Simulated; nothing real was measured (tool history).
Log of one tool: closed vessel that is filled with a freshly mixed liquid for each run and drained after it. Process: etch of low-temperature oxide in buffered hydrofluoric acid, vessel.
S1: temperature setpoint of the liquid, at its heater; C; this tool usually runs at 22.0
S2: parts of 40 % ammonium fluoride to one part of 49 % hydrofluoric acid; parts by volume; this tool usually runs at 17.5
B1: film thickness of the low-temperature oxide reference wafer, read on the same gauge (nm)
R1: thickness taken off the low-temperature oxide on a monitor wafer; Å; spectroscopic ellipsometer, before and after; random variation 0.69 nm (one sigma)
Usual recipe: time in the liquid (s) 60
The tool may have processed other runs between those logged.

Run 1, hour 0.0: usual settings; B1 81.06. Result: R1 2156.8 Å.
Run 2, hour 21.7: usual settings; B1 79.99. Result: R1 2130.9 Å.
Run 3, hour 53.3: usual settings; B1 80.06. Result: R1 2123.9 Å.
Run 4, hour 81.3: usual settings but S2 15.0 parts by volume; B1 80.13. Result: R1 2469.9 Å.
Run 5, hour 110.4: usual settings; B1 80.21. Result: R1 2128.5 Å.
Run 6, hour 125.4: usual settings; B1 80.27. Result: R1 2118.3 Å.
Run 7, hour 160.1: usual settings; B1 80.39. Result: R1 2154.5 Å.
Run 8, hour 187.9: usual settings but S1 18.5 C, S2 21.0 parts by volume; B1 80.45. Result: R1 1483.6 Å.
Run 9, hour 217.8: usual settings but S1 18.5 C, S2 21.0 parts by volume; B1 80.55. Result: R1 1486.4 Å.
Run 10, hour 233.9: usual settings but time in the liquid (s) 50; B1 80.56. Result: R1 1787.4 Å.
Run 11, hour 268.7: usual settings but time in the liquid (s) 50; B1 80.62. Result: R1 1791.5 Å.
Run 12, hour 291.3: usual settings; B1 80.68. Result: R1 2153.5 Å.
Run 13, hour 303.7: usual settings but time in the liquid (s) 40; B1 80.77. Result: R1 1427.4 Å.
Run 14, hour 331.4: usual settings; B1 80.84. Result: R1 2145.6 Å.
Run 15, hour 359.2: usual settings; B1 80.94. Result: R1 2142.1 Å.
Run 16, hour 394.6: usual settings but S1 25.5 C; B1 81.05. Result: R1 2618.0 Å.
Run 17, hour 420.3: usual settings but S2 11.0 parts by volume, time in the liquid (s) 90; B1 81.07. Result: R1 5115.2 Å.
Run 18, hour 433.7: usual settings but S1 19.0 C, S2 24.0 parts by volume; B1 81.15. Result: R1 1407.8 Å.
Run 19, hour 468.9: usual settings but S1 17.0 C, S2 15.5 parts by volume, time in the liquid (s) 30; B1 80.20. Result: R1 906.4 Å.
Run 20, hour 492.6: usual settings but S2 15.5 parts by volume, time in the liquid (s) 35; B1 80.28. Result: R1 1402.5 Å.
Run 21, hour 542.5: usual settings but S1 20.5 C, time in the liquid (s) 75; B1 80.39. Result: R1 2452.1 Å.
Run 22, hour 562.4: usual settings; B1 80.47. Result: R1 2132.3 Å.
Run 23, hour 588.3: usual settings but S2 11.0 parts by volume, time in the liquid (s) 90; B1 80.52. Result: R1 5036.4 Å.
Run 24, hour 693.8: usual settings but S2 14.0 parts by volume; B1 80.80. Result: R1 2668.3 Å.

Not shown here: 4 entries made in the log between runs. Locate each between two listed runs and compare the hidden state at the listed run before it with the hidden state at the listed run after it:
Logged between run 1 and run 2: gauge calibrated (hour 21.4)
  gauge reads high (%): 1.31 -> -0.0184
  measured minus no-state result, R1: +27.8 -> -0.4 Å
Logged between run 14 and run 15: thermometer replaced (hour 356.9)
  gauge reads high (%): 1.04 -> 1.14
  measured minus no-state result, R1: +22.1 -> +24.1 Å
Logged between run 15 and run 16: hydrofluoric acid flow meter replaced (hour 383.4)
  gauge reads high (%): 1.14 -> 1.26
  measured minus no-state result, R1: +24.1 -> +32.5 Å
Logged between run 18 and run 19: gauge calibrated (hour 442.0)
  gauge reads high (%): 1.39 -> 0.248
  measured minus no-state result, R1: +19.3 -> +2.2 Å
